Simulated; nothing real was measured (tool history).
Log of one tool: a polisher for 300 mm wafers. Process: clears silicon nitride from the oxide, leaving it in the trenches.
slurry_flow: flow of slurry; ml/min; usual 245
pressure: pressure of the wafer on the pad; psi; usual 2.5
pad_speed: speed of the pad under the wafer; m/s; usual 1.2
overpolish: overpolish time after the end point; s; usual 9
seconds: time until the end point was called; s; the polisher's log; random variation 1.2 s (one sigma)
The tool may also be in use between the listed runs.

run,day,slurry_flow,pressure,pad_speed,overpolish,wafers since the last listed run,wafers polished on this pad,hours since the slurry nozzle was cleaned,hours since the head pressure was calibrated,"incoming thickness of the incoming film, nm",seconds
1,0,245,2.2,1.2,6,0,1893,540.5,167.7,79,108.5
2,1.804,245,2.2,1.2,6,437,2330,583.8,211,79.1,110
# day 3.217: worn pad replaced by a new one
3,4.054,245,2.2,1.2,6,504,203,637.8,265,79.7,105.9
4,5.65,245,2.5,1.2,10,386,589,676.1,303.3,79.6,91.7
5,6.917,245,2.5,1.2,10,306,896,706.5,333.7,80.3,94.5
6,8.379,245,2.5,1.2,9,354,1251,741.6,368.8,79.7,93.3
7,10.062,245,2.5,1.2,9,407,1658,782,409.2,80.1,97.7
# day 10.179: slurry nozzle cleaned
8,12.625,245,2.5,1.2,9,610,2269,58.7,470.7,79.8,97
9,14.212,245,2.5,1.2,9,384,2654,96.8,508.8,81.1,98.4
# day 16.042: worn pad replaced by a new one, of another model than before
10,17.154,245,2.5,1.2,9,672,269,167.4,579.4,79.8,91.5
11,18.521,245,2.5,1.2,9,331,600,200.2,612.2,80.2,92.5
# day 21.229: head pressure recalibrated
12,24.512,245,2.5,1.2,9,1431,2031,344,78.8,80.7,100.3
# day 25.6: worn pad replaced by a new one
13,26.125,245,1.9,1.2,9,350,127,382.7,117.5,78.7,109.4
14,27.467,245,2.5,1.2,7,325,452,414.9,149.7,79.8,93.6
15,30.417,245,3.4,1.2,9,714,1167,485.7,220.5,80.7,78.7
16,32.733,245,2.2,1.2,6,561,1728,541.3,276.1,80.4,104.7
17,34.562,245,2.5,0.92,7,443,2171,585.2,320,80.9,117.6
# day 35.604: worn pad replaced by a new one
18,37.162,245,2.5,1.6,9,589,377,647.6,382.4,80.6,75.3
# day 38.171: slurry nozzle cleaned
19,40.579,205,3,1.2,4,817,1194,57.8,464.4,80,86.2
20,43.312,245,2.5,1.2,6,662,1857,123.4,530,80.1,97.2
# day 45.188: worn pad replaced by a new one
21,45.896,280,2.1,1.32,9,585,172,185.4,592,81.1,95.2
# day 46.446: head pressure recalibrated
22,47.071,245,2.5,1.2,13,264,436,213.6,15,80.3,90.7
23,48.704,245,2.5,1.2,9,395,832,252.8,54.2,78.5,90.8
24,50.196,245,3,0.78,9,361,1193,288.6,90,80.1,115.8
25,53.317,245,2.8,1.2,14,756,1949,363.5,164.9,79.3,91.7
26,54.325,320,1.7,1.2,7,244,2193,387.7,189.1,81.6,120.3
# day 55.571: worn pad replaced by a new one
27,55.792,280,2.1,1.32,9,314,53,422.9,224.3,81.2,97.8

Forecast each of these 3 alternatives for the next run:
A,55.808,245,2.5,1.2,9,4,57,423.3,224.7,79.1,?
B,55.808,220,1.7,1.46,5,4,57,423.3,224.7,79.1,?
C,55.808,200,3.1,1.48,7,4,57,423.3,224.7,79.1,?

run,seconds
A,91.7
B,97.4
C,69.1
Without the tool's hidden state the same runs would have given:
run,seconds
A,91.2
B,96.8
C,68.7
